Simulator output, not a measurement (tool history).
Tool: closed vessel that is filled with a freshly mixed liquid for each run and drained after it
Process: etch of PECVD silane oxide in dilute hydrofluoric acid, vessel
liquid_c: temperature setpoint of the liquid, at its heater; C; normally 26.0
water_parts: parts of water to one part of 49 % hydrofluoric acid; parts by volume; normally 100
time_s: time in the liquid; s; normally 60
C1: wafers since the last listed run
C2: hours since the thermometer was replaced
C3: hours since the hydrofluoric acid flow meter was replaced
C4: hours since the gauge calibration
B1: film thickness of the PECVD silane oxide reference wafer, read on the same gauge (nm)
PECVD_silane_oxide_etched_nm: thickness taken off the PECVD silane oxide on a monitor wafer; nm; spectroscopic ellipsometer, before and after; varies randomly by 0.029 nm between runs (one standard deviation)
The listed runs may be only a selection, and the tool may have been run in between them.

{"run": 1, "hour": 0.0, "liquid_c": 26.0, "water_parts": 115, "time_s": 60, "C1": 0, "C2": 1163.9, "C3": 2394.9, "C4": 68.6, "B1": 139.99, "PECVD_silane_oxide_etched_nm": 11.31}
{"run": 2, "hour": 13.5, "liquid_c": 26.0, "water_parts": 115, "time_s": 60, "C1": 1824, "C2": 1177.4, "C3": 2408.4, "C4": 82.1, "B1": 139.99, "PECVD_silane_oxide_etched_nm": 11.34}
{"run": 3, "hour": 25.6, "liquid_c": 26.0, "water_parts": 100, "time_s": 60, "C1": 1635, "C2": 1189.5, "C3": 2420.5, "C4": 94.2, "B1": 139.98, "PECVD_silane_oxide_etched_nm": 13.16}
{"run": 4, "hour": 37.8, "liquid_c": 26.0, "water_parts": 100, "time_s": 60, "C1": 1648, "C2": 1201.7, "C3": 2432.7, "C4": 106.4, "B1": 140.01, "PECVD_silane_oxide_etched_nm": 13.22}
{"run": 5, "hour": 45.5, "liquid_c": 26.0, "water_parts": 100, "time_s": 60, "C1": 1040, "C2": 1209.4, "C3": 2440.4, "C4": 114.1, "B1": 140.0, "PECVD_silane_oxide_etched_nm": 13.2}
{"run": 6, "hour": 61.5, "liquid_c": 26.0, "water_parts": 100, "time_s": 60, "C1": 2162, "C2": 1225.4, "C3": 2456.4, "C4": 130.1, "B1": 140.01, "PECVD_silane_oxide_etched_nm": 13.22}
{"run": 7, "hour": 67.7, "liquid_c": 26.0, "water_parts": 100, "time_s": 60, "C1": 837, "C2": 1231.6, "C3": 2462.6, "C4": 136.3, "B1": 139.99, "PECVD_silane_oxide_etched_nm": 13.24}
{"run": 8, "hour": 85.6, "liquid_c": 26.0, "water_parts": 100, "time_s": 35, "C1": 2418, "C2": 1249.5, "C3": 2480.5, "C4": 154.2, "B1": 139.99, "PECVD_silane_oxide_etched_nm": 7.71}
{"run": 9, "hour": 103.6, "liquid_c": 26.0, "water_parts": 100, "time_s": 35, "C1": 2432, "C2": 1267.5, "C3": 2498.5, "C4": 172.2, "B1": 139.99, "PECVD_silane_oxide_etched_nm": 7.71}
{"hour": 105.7, "done": "thermometer replaced"}
{"run": 10, "hour": 109.9, "liquid_c": 26.0, "water_parts": 85, "time_s": 60, "C1": 716, "C2": 4.2, "C3": 2504.8, "C4": 178.5, "B1": 139.98, "PECVD_silane_oxide_etched_nm": 17.69}
{"hour": 115.5, "done": "gauge calibrated"}
{"run": 11, "hour": 124.2, "liquid_c": 26.0, "water_parts": 140, "time_s": 60, "C1": 1932, "C2": 18.5, "C3": 2519.1, "C4": 8.7, "B1": 140.03, "PECVD_silane_oxide_etched_nm": 10.08}
{"run": 12, "hour": 133.0, "liquid_c": 26.0, "water_parts": 100, "time_s": 60, "C1": 1189, "C2": 27.3, "C3": 2527.9, "C4": 17.5, "B1": 139.98, "PECVD_silane_oxide_etched_nm": 14.71}
{"hour": 139.4, "done": "hydrofluoric acid flow meter replaced"}
{"run": 13, "hour": 145.9, "liquid_c": 27.5, "water_parts": 100, "time_s": 45, "C1": 1608, "C2": 40.2, "C3": 6.5, "C4": 30.4, "B1": 140.02, "PECVD_silane_oxide_etched_nm": 10.18}
{"run": 14, "hour": 158.9, "liquid_c": 26.0, "water_parts": 55, "time_s": 60, "C1": 1756, "C2": 53.2, "C3": 19.5, "C4": 43.4, "B1": 139.99, "PECVD_silane_oxide_etched_nm": 24.68}
{"run": 15, "hour": 173.1, "liquid_c": 24.0, "water_parts": 100, "time_s": 60, "C1": 1918, "C2": 67.4, "C3": 33.7, "C4": 57.6, "B1": 139.98, "PECVD_silane_oxide_etched_nm": 11.85}
{"run": 16, "hour": 190.9, "liquid_c": 26.0, "water_parts": 130, "time_s": 60, "C1": 2405, "C2": 85.2, "C3": 51.5, "C4": 75.4, "B1": 140.0, "PECVD_silane_oxide_etched_nm": 9.53}
{"run": 17, "hour": 202.3, "liquid_c": 26.0, "water_parts": 100, "time_s": 60, "C1": 1540, "C2": 96.6, "C3": 62.9, "C4": 86.8, "B1": 140.01, "PECVD_silane_oxide_etched_nm": 12.84}
{"run": 18, "hour": 217.9, "liquid_c": 28.5, "water_parts": 135, "time_s": 30, "C1": 2108, "C2": 112.2, "C3": 78.5, "C4": 102.4, "B1": 140.02, "PECVD_silane_oxide_etched_nm": 5.02}

Some steps in PECVD_silane_oxide_etched_nm between neighbouring runs. How much of each would the tool show without its hidden state too (settings, what came in, random variation), and how much is left for the hidden state, with any gauge scatter that isn't in both results?
The tool's hidden condition here consists of: liquid colder than its thermometer reads (K); hydrofluoric acid flow above the setpoint (%); gauge reads high (%).
Run 9 -> 10: water_parts 100 -> 85, time_s 35 -> 60, thermometer replaced. PECVD_silane_oxide_etched_nm +9.98 nm: hidden state +1.95, all else +8.03.
Run 13 -> 14: liquid_c 27.5 -> 26.0, water_parts 100 -> 55, time_s 45 -> 60. PECVD_silane_oxide_etched_nm +14.50 nm: hidden state -0.14, all else +14.64.
